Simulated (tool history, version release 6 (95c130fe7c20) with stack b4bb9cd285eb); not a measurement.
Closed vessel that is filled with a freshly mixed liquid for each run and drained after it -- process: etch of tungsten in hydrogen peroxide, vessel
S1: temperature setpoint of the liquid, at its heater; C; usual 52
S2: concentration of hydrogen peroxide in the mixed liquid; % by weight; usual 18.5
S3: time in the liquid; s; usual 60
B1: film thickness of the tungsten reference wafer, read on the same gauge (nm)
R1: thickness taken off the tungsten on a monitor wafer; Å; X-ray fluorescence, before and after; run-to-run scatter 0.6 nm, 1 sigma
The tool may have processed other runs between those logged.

| run | hour | S1 | S2 | S3 | B1 | R1 |
|---|---|---|---|---|---|---|
| 1 | 0 | 52 | 18.5 | 60 | 129.02 | 1070.7 |
| 2 | 14.6 | 52 | 18.5 | 60 | 128.91 | 1069.9 |
| 3 | 29.4 | 52 | 18.5 | 45 | 128.88 | 810.1 |
| 4 | 42.1 | 52 | 18.5 | 60 | 128.74 | 1073.5 |
| 5 | 114.1 | 52 | 18.5 | 60 | 128.42 | 1062.5 |
| 6 | 149.2 | 52 | 18.5 | 60 | 128.21 | 1075 |
| 7 | 162.1 | 52 | 22 | 60 | 128.13 | 1170.1 |
| 8 | 192.5 | 52 | 22 | 60 | 128.03 | 1155.6 |
| 9 | 218.3 | 52 | 22 | 60 | 127.88 | 1165.2 |
|  | 230.3 | gauge calibrated |
| 10 | 234.6 | 52 | 18.5 | 60 | 129.67 | 1076.6 |
| 11 | 269.9 | 48 | 18.5 | 60 | 129.49 | 840.4 |
| 12 | 293.4 | 52 | 21.5 | 80 | 129.35 | 1544.2 |
| 13 | 325.6 | 52 | 18.5 | 60 | 129.16 | 1069.7 |
|  | 350.6 | new drum of peroxide connected |
|  | 360.7 | peroxide flow meter replaced |
| 14 | 380 | 61.5 | 15.5 | 60 | 128.94 | 1726.1 |
| 15 | 477.6 | 59.5 | 18.5 | 60 | 128.44 | 1660.1 |
| 16 | 497.9 | 48 | 18.5 | 60 | 128.3 | 832 |

For run 17, what comes out?
|  | 507.2 | thermometer replaced |
| 17 | 603.9 | 44.5 | 18.5 | 95 | ? | ? |

Logged for run 17: B1 127.77, R1 1048 Å.
With the hidden condition absent and the run-to-run variation left alone, this run would have shown R1 1066.4 Å.
